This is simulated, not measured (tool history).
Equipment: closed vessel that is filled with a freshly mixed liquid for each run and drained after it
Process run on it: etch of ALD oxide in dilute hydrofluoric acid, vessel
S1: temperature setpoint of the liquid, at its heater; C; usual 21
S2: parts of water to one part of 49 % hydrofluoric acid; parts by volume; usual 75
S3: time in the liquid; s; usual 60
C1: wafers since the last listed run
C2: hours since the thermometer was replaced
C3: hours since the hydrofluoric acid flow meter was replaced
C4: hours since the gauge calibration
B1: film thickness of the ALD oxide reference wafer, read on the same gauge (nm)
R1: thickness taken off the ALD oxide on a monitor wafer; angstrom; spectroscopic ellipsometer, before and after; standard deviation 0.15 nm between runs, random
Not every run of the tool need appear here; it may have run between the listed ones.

run	hour	S1	S2	S3	C1	C2	C3	C4	B1	R1
1	0	24	90	60	0	529.5	1046.3	29.6	60.02	208.7
2	23.9	21	75	60	3276	553.4	1070.2	53.5	60	226.4
3	42.9	21	75	60	2604	572.4	1089.2	72.5	60	232.2
4	66.5	18.5	75	60	3235	596	1112.8	96.1	60.01	209.9
5	88.5	21	75	60	3015	618	1134.8	118.1	60.01	230.5
6	109	21	75	60	2810	638.5	1155.3	138.6	59.99	231.5
7	142.4	21	75	60	4578	671.9	1188.7	172	59.98	231.5
8	166.1	21	75	60	3248	695.6	1212.4	195.7	60	233.7
9	181.9	21	75	35	2165	711.4	1228.2	211.5	60	134.5
# hour 187.3: thermometer replaced
# hour 192.6: hydrofluoric acid flow meter replaced
# hour 198: gauge calibrated
10	211	21	75	80	3714	23.7	18.4	13	60	277.9
11	224.2	17	55	90	1809	36.9	31.6	26.2	60	376.9
12	237	21	75	60	1754	49.7	44.4	39	60	214
13	270	21	75	40	4523	82.7	77.4	72	60	141.6
14	304.3	21	75	75	4701	117	111.7	106.3	60.01	268.7
15	317.3	24	35	60	1782	130	124.7	119.3	60.01	551.3
16	340.9	24	90	60	3235	153.6	148.3	142.9	60.01	199.8
17	356.6	22.5	105	45	2152	169.3	164	158.6	59.99	117.4
18	380.1	18	110	35	3221	192.8	187.5	182.1	59.98	72.3
19	400.3	21	95	50	2769	213	207.7	202.3	60	138.9
# hour 404.2: gauge calibrated
20	431.4	23.5	75	45	4263	244.1	238.8	27.2	59.99	179.5

Measured less the same run without the tool's hidden state. The same run-to-run variation is in both; the gauge's scatter may not be:
Hidden conditions of the tool in this case: liquid hotter than its thermometer reads (K); hydrofluoric acid flow below the setpoint (%); gauge reads high (%).
run	R1
1	+16.4
2	+18.9
3	+20
4	+19
5	+21
6	+21.6
7	+22.4
8	+23.3
9	+13.6
10	+1.4
11	+2.6
12	+1.8
13	+1.8
14	+4.4
15	+10
16	+4
17	+2.6
18	+1.9
19	+3.9
20	+5.6
